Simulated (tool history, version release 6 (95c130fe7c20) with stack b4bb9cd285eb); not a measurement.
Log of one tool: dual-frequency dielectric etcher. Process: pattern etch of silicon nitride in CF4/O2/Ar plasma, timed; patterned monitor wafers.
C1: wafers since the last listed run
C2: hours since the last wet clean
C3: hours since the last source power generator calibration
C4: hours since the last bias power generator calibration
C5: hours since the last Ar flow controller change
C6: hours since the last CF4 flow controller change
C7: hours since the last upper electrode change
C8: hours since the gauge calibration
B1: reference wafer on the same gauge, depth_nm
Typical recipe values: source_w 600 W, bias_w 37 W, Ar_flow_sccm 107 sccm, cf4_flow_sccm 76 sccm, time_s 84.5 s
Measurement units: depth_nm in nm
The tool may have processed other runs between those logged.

run 1 hour=0.0 | source_w=600 bias_w=37 Ar_flow_sccm=107 cf4_flow_sccm=76 time_s=84.5 | C1=0 C2=350.9 C3=2948.9 C4=3257.4 C5=4725.6 C6=1335.9 C7=2807.7 C8=352.3 | B1=170.0 | depth_nm=152.4
-- hour=44.0 wet clean of the chamber
run 2 hour=107.0 | source_w=600 bias_w=37 Ar_flow_sccm=118 cf4_flow_sccm=76 time_s=84.5 | C1=1081 C2=63.0 C3=3055.9 C4=3364.4 C5=4832.6 C6=1442.9 C7=2914.7 C8=459.3 | B1=169.0 | depth_nm=146.5
run 3 hour=167.4 | source_w=600 bias_w=37 Ar_flow_sccm=118 cf4_flow_sccm=76 time_s=84.5 | C1=786 C2=123.4 C3=3116.3 C4=3424.8 C5=4893.0 C6=1503.3 C7=2975.1 C8=519.7 | B1=168.9 | depth_nm=146.8
run 4 hour=253.8 | source_w=600 bias_w=37 Ar_flow_sccm=118 cf4_flow_sccm=76 time_s=84.5 | C1=1125 C2=209.8 C3=3202.7 C4=3511.2 C5=4979.4 C6=1589.7 C7=3061.5 C8=606.1 | B1=168.2 | depth_nm=148.7
run 5 hour=324.8 | source_w=600 bias_w=37 Ar_flow_sccm=107 cf4_flow_sccm=76 time_s=84.5 | C1=925 C2=280.8 C3=3273.7 C4=3582.2 C5=5050.4 C6=1660.7 C7=3132.5 C8=677.1 | B1=167.8 | depth_nm=147.9
run 6 hour=405.0 | source_w=600 bias_w=37 Ar_flow_sccm=107 cf4_flow_sccm=76 time_s=84.5 | C1=1044 C2=361.0 C3=3353.9 C4=3662.4 C5=5130.6 C6=1740.9 C7=3212.7 C8=757.3 | B1=167.3 | depth_nm=149.5
-- hour=417.2 Ar flow controller replaced
-- hour=440.0 wet clean of the chamber
run 7 hour=464.0 | source_w=600 bias_w=37 Ar_flow_sccm=107 cf4_flow_sccm=76 time_s=84.5 | C1=393 C2=24.0 C3=3412.9 C4=3721.4 C5=46.8 C6=1799.9 C7=3271.7 C8=816.3 | B1=166.7 | depth_nm=150.2
-- hour=576.6 gauge calibrated
run 8 hour=604.9 | source_w=600 bias_w=37 Ar_flow_sccm=107 cf4_flow_sccm=76 time_s=84.5 | C1=1835 C2=164.9 C3=3553.8 C4=3862.3 C5=187.7 C6=1940.8 C7=3412.6 C8=28.3 | B1=172.9 | depth_nm=154.9
run 9 hour=697.2 | source_w=600 bias_w=37 Ar_flow_sccm=107 cf4_flow_sccm=76 time_s=84.5 | C1=1202 C2=257.2 C3=3646.1 C4=3954.6 C5=280.0 C6=2033.1 C7=3504.9 C8=120.6 | B1=172.5 | depth_nm=154.3
-- hour=745.4 CF4 flow controller replaced
run 10 hour=802.2 | source_w=600 bias_w=37 Ar_flow_sccm=107 cf4_flow_sccm=76 time_s=84.5 | C1=1289 C2=362.2 C3=3751.1 C4=4059.6 C5=385.0 C6=56.8 C7=3609.9 C8=225.6 | B1=171.8 | depth_nm=155.2
-- hour=837.0 bias power generator calibrated
-- hour=839.7 wet clean of the chamber
-- hour=843.5 source power generator calibrated
run 11 hour=844.0 | source_w=600 bias_w=37 Ar_flow_sccm=107 cf4_flow_sccm=76 time_s=84.5 | C1=408 C2=4.3 C3=0.5 C4=7.0 C5=426.8 C6=98.6 C7=3651.7 C8=267.4 | B1=171.4 | depth_nm=153.6
run 12 hour=891.3 | source_w=530 bias_w=37 Ar_flow_sccm=107 cf4_flow_sccm=76 time_s=108.0 | C1=616 C2=51.6 C3=47.8 C4=54.3 C5=474.1 C6=145.9 C7=3699.0 C8=314.7 | B1=171.1 | depth_nm=170.6

What does the tool deliver on the next run?
run 13 hour=978.6 | source_w=670 bias_w=37 Ar_flow_sccm=86 cf4_flow_sccm=87 time_s=59.0 | C1=1137 C2=138.9 C3=135.1 C4=141.6 C5=561.4 C6=233.2 C7=3786.3 C8=402.0 | B1=? | depth_nm=?

Run 13 measured B1 170.4, depth_nm 128.2 nm.
Minus the tool's unlogged condition, the same run would have read depth_nm 130.1 nm.
